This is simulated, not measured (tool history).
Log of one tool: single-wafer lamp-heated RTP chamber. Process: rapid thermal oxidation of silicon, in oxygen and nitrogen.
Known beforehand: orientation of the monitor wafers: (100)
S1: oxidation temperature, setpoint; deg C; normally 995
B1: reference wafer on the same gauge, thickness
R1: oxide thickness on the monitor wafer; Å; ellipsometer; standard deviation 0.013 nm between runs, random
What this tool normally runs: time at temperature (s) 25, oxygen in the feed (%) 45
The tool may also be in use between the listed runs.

Run 1, hour 0.0: usual settings; B1 3.551. Result: R1 32.19 Å.
Run 2, hour 8.0: usual settings; B1 3.551. Result: R1 32.34 Å.
Run 3, hour 20.3: usual settings but oxygen in the feed (%) 62; B1 3.548. Result: R1 35.03 Å.
Run 4, hour 27.1: usual settings but oxygen in the feed (%) 62; B1 3.552. Result: R1 35.35 Å.
Run 5, hour 37.1: usual settings but S1 1010 deg C; B1 3.553. Result: R1 35.20 Å.
Run 6, hour 53.6: usual settings; B1 3.554. Result: R1 32.46 Å.
Run 7, hour 62.0: usual settings; B1 3.555. Result: R1 32.40 Å.
Run 8, hour 78.6: usual settings but S1 986 deg C, oxygen in the feed (%) 54; B1 3.547. Result: R1 32.13 Å.
Run 9, hour 91.9: usual settings but S1 986 deg C, oxygen in the feed (%) 54; B1 3.551. Result: R1 32.34 Å.
Run 10, hour 106.8: usual settings but S1 986 deg C, oxygen in the feed (%) 54; B1 3.549. Result: R1 32.09 Å.
Run 11, hour 117.3: usual settings; B1 3.550. Result: R1 32.21 Å.
Run 12, hour 127.3: usual settings but time at temperature (s) 36, oxygen in the feed (%) 73; B1 3.547. Result: R1 42.53 Å.
Run 13, hour 133.8: usual settings but S1 972 deg C, time at temperature (s) 31, oxygen in the feed (%) 67; B1 3.550. Result: R1 33.79 Å.
At hour 147.2: oxygen flow controller replaced.
Run 14, hour 147.7: usual settings but time at temperature (s) 30, oxygen in the feed (%) 18; B1 3.549. Result: R1 28.21 Å.
Run 15, hour 156.2: usual settings but S1 1015 deg C, time at temperature (s) 19, oxygen in the feed (%) 69; B1 3.550. Result: R1 37.33 Å.
At hour 173.0: pyrometer window cleaned and pyrometer calibrated.
Run 16, hour 173.5: usual settings but S1 1005 deg C, time at temperature (s) 35, oxygen in the feed (%) 58; B1 3.556. Result: R1 41.74 Å.
Run 17, hour 187.5: usual settings but S1 979 deg C, time at temperature (s) 15, oxygen in the feed (%) 56; B1 3.549. Result: R1 27.14 Å.

Expected results for the next run?
At hour 196.3: gauge calibrated.
Run 18, hour 203.9: usual settings but S1 971 deg C, time at temperature (s) 13, oxygen in the feed (%) 22; B1 ?. Result: R1 ?.

Run 18 gave B1 3.551, R1 22.70 Å.
If the tool had no hidden condition, the same run with the same run-to-run variation would have returned R1 22.70 Å.
